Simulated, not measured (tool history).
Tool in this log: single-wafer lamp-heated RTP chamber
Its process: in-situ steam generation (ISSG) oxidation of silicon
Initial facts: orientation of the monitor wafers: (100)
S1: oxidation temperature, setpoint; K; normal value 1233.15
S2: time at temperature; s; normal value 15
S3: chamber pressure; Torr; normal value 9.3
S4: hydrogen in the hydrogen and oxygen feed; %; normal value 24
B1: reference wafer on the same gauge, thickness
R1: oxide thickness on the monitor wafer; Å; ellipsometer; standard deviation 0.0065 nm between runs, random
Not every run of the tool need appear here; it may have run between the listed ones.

run	hour	S1	S2	S3	S4	B1	R1
1	0	1233.15	15	9.3	24	4.052	43.7
2	50.3	1233.15	15	9.3	17	4.052	40.53
3	91	1233.15	15	9.3	24	4.05	43.76
4	124.7	1233.15	15	9.3	24	4.048	43.69
5	181.9	1233.15	15	9.3	24	4.05	43.77
6	228.3	1218.15	15	9.3	17	4.048	38.9
# hour 257.6: pyrometer window cleaned and pyrometer calibrated
7	272.4	1218.15	15	9.3	17	4.051	38.38
8	326.3	1233.15	15	9.3	24	4.05	43.3
# hour 362: pressure gauge zeroed
9	380.3	1218.15	15	8.4	24	4.051	42.09
10	427.6	1222.15	18	9.3	20	4.048	43.43
# hour 461.2: gauge calibrated
11	474.2	1233.15	15	10.2	24	4.048	42.75
# hour 530.5: hydrogen flow controller replaced
12	531	1233.15	15	9.3	24	4.05	43.57
13	596	1247.15	18	9.3	24	4.049	49.23
14	644.4	1233.15	15	9.3	18	4.051	40.96
15	709.7	1233.15	15	9.3	24	4.049	43.62
16	751.7	1233.15	15	9.3	20	4.049	42.02

Exercise: give the hidden state of the tool at every run:
true pressure minus gauge reading, Torr: 0 on each run
deviation of the hydrogen flow from its setpoint, %: 0 on each run
gauge reads high (%): 0 on each run
H1: true wafer temperature minus pyrometer reading, K
run	H1
1	5.29
2	5.42
3	5.52
4	5.58
5	5.68
6	5.74
7	0.436
8	1.53
9	2.41
10	3.04
11	3.55
12	4.07
13	4.53
14	4.8
15	5.1
16	5.25

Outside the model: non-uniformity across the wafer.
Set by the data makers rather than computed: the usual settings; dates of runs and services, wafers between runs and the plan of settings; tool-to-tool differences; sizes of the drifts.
